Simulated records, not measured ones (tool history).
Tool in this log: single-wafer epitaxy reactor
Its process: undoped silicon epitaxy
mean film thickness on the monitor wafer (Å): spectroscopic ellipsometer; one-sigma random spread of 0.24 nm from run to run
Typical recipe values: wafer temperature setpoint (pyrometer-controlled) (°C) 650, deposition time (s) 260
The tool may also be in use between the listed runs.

| run | hour | wafer temperature setpoint (pyrometer-controlled) (°C) | deposition time (s) | wafers since the last listed run | hours since the last pyrometer calibration | hours since the gauge calibration | read-back reference wafer on the same gauge, thickness_nm | mean film thickness on the monitor wafer (Å) |
|---|---|---|---|---|---|---|---|---|
| 1 | 0 | 650 | 260 | 0 | 1416.4 | 239.6 | 51.192 | 483.47 |
| 2 | 14.6 | 650 | 260 | 75 | 1431 | 254.2 | 51.161 | 485.97 |
| 3 | 21.9 | 650 | 260 | 37 | 1438.3 | 261.5 | 51.257 | 484.4 |
| 4 | 36.9 | 650 | 260 | 77 | 1453.3 | 276.5 | 51.217 | 489.12 |
| 5 | 47.8 | 650 | 260 | 56 | 1464.2 | 287.4 | 51.199 | 483.79 |
| 6 | 55.8 | 640 | 228 | 41 | 1472.2 | 295.4 | 51.203 | 351.34 |
| 7 | 62.9 | 640 | 228 | 36 | 1479.3 | 302.5 | 51.132 | 356.05 |
| 8 | 73.8 | 650 | 260 | 56 | 1490.2 | 313.4 | 51.231 | 485.95 |
| 9 | 80.6 | 650 | 260 | 35 | 1497 | 320.2 | 51.237 | 489.62 |
| 10 | 88.6 | 650 | 260 | 41 | 1505 | 328.2 | 51.178 | 489.77 |
| 11 | 96.4 | 659 | 223 | 40 | 1512.8 | 336 | 51.143 | 496.73 |
| 12 | 110.2 | 659 | 223 | 71 | 1526.6 | 349.8 | 51.239 | 495.19 |
| 13 | 127.4 | 650 | 260 | 89 | 1543.8 | 367 | 51.175 | 490.71 |
| 14 | 142.7 | 650 | 260 | 79 | 1559.1 | 382.3 | 51.167 | 491.32 |
| 15 | 148.7 | 650 | 275 | 31 | 1565.1 | 388.3 | 51.263 | 520.56 |
| 16 | 166 | 650 | 275 | 89 | 1582.4 | 405.6 | 51.198 | 518.01 |
| 17 | 172.4 | 661 | 260 | 33 | 1588.8 | 412 | 51.24 | 603.36 |
| 18 | 185.5 | 661 | 260 | 67 | 1601.9 | 425.1 | 51.213 | 602.46 |
| 19 | 196.1 | 650 | 286 | 54 | 1612.5 | 435.7 | 51.217 | 545.89 |
| 20 | 213 | 650 | 260 | 87 | 1629.4 | 452.6 | 51.231 | 490.19 |
| 21 | 219.3 | 650 | 260 | 32 | 1635.7 | 458.9 | 51.111 | 493.91 |
| 22 | 226.8 | 655 | 278 | 38 | 1643.2 | 466.4 | 51.195 | 576.27 |
| 23 | 233.7 | 660 | 239 | 35 | 1650.1 | 473.3 | 51.155 | 546.23 |
| 24 | 249.3 | 650 | 260 | 80 | 1665.7 | 488.9 | 51.178 | 494.2 |
|  | 254.2 | gauge calibrated |
| 25 | 263.5 | 650 | 260 | 73 | 1679.9 | 9.3 | 51.178 | 490.56 |
| 26 | 278.7 | 650 | 260 | 78 | 1695.1 | 24.5 | 51.196 | 495.26 |
| 27 | 287.3 | 654 | 244 | 44 | 1703.7 | 33.1 | 51.16 | 501.57 |
| 28 | 295.4 | 650 | 260 | 41 | 1711.8 | 41.2 | 51.16 | 488.16 |
| 29 | 311.7 | 660 | 305 | 84 | 1728.1 | 57.5 | 51.306 | 696.44 |
| 30 | 319.7 | 662 | 229 | 41 | 1736.1 | 65.5 | 51.162 | 547.83 |
|  | 333.6 | pyrometer calibrated |
| 31 | 336.7 | 665 | 292 | 46 | 3.1 | 82.5 | 51.159 | 677.45 |
| 32 | 353.4 | 642 | 229 | 86 | 19.8 | 99.2 | 51.211 | 342.94 |
| 33 | 363.9 | 642 | 312 | 54 | 30.3 | 109.7 | 51.222 | 463.25 |

Run 34, settings as shown, results not yet in. Your forecast:
| 34 | 396.6 | 650 | 260 | 169 | 63 | 142.4 | ? | ? |

Run 34 came out at read-back reference wafer on the same gauge, thickness_nm 51.263, mean film thickness on the monitor wafer (Å) 458.14.
Take away the tool's hidden state, keep the run-to-run variation as it was, and the same run would have given mean film thickness on the monitor wafer (Å) 451.83.
